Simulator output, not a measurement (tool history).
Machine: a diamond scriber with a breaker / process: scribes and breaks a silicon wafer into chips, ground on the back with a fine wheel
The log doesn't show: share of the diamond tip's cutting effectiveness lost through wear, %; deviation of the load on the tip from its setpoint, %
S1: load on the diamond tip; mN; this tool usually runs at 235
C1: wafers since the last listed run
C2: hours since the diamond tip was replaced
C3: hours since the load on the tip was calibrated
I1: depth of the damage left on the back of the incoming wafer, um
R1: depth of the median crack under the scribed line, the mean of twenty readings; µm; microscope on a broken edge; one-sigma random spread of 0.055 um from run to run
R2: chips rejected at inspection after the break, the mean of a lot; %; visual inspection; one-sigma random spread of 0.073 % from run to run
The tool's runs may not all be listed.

| run | hour | S1 | C1 | C2 | C3 | I1 | R1 | R2 |
|---|---|---|---|---|---|---|---|---|
| 1 | 0 | 235 | 0 | 949.6 | 1490.3 | 1.92 | 14.67 | 1.64 |
| 2 | 21.4 | 235 | 79 | 971 | 1511.7 | 2.73 | 14.7 | 2.12 |
| 3 | 36.3 | 235 | 55 | 985.9 | 1526.6 | 2.36 | 14.69 | 1.84 |
| 4 | 52.1 | 235 | 58 | 1001.7 | 1542.4 | 2.59 | 14.66 | 2.07 |
| 5 | 64.3 | 252 | 45 | 1013.9 | 1554.6 | 2.33 | 15.55 | 2.14 |
| 6 | 78.4 | 252 | 52 | 1028 | 1568.7 | 1.79 | 15.52 | 1.94 |
|  | 85.5 | load on the tip recalibrated |
| 7 | 89.9 | 252 | 35 | 1039.5 | 4.4 | 2.48 | 14.15 | 2.4 |
| 8 | 100.2 | 235 | 38 | 1049.8 | 14.7 | 2.16 | 13.5 | 3.84 |
| 9 | 109.3 | 235 | 33 | 1058.9 | 23.8 | 1.79 | 13.45 | 3.59 |
| 10 | 119.2 | 235 | 36 | 1068.8 | 33.7 | 1.98 | 13.58 | 3.85 |
| 11 | 127 | 235 | 29 | 1076.6 | 41.5 | 2.47 | 13.53 | 3.57 |
| 12 | 138.9 | 204 | 44 | 1088.5 | 53.4 | 2.32 | 11.99 | 11.34 |
| 13 | 145.2 | 235 | 23 | 1094.8 | 59.7 | 1.62 | 13.52 | 3.16 |
| 14 | 157.1 | 263 | 44 | 1106.7 | 71.6 | 1.9 | 14.83 | 1.59 |
|  | 170.5 | diamond tip replaced by a new one |
| 15 | 172.3 | 235 | 49 | 1.8 | 86.8 | 1.94 | 15.33 | 1.9 |
| 16 | 188.3 | 235 | 59 | 17.8 | 102.8 | 1.87 | 15.41 | 1.85 |
| 17 | 195.4 | 255 | 26 | 24.9 | 109.9 | 2.62 | 16.35 | 3.58 |
| 18 | 211.8 | 189 | 61 | 41.3 | 126.3 | 2.7 | 12.77 | 6.93 |
| 19 | 222.6 | 182 | 40 | 52.1 | 137.1 | 1.8 | 12.39 | 8.71 |
| 20 | 238.2 | 253 | 58 | 67.7 | 152.7 | 2.71 | 16.26 | 3.55 |
| 21 | 249.8 | 167 | 43 | 79.3 | 164.3 | 1.66 | 11.45 | 14.82 |
| 22 | 263.9 | 235 | 52 | 93.4 | 178.4 | 1.51 | 15.21 | 1.52 |

Each row is a separate what-if for the run after 22, all from the same tool condition, not one after another. Results?
| A | 264.4 | 235 | 1 | 93.9 | 178.9 | 1.52 | ? | ? |
| B | 264.4 | 287 | 1 | 93.9 | 178.9 | 1.52 | ? | ? |
| C | 264.4 | 172 | 1 | 93.9 | 178.9 | 1.52 | ? | ? |
| D | 264.4 | 271 | 1 | 93.9 | 178.9 | 1.52 | ? | ? |

| run | R1 | R2 |
|---|---|---|
| A | 15.24 | 1.63 |
| B | 17.92 | 7.9 |
| C | 11.64 | 12.19 |
| D | 17.12 | 5.2 |
Had the tool no hidden state, the same runs would have come out as:
| run | R1 | R2 |
|---|---|---|
| A | 14.85 | 1.51 |
| B | 17.46 | 6.28 |
| C | 11.34 | 14.44 |
| D | 16.68 | 3.98 |
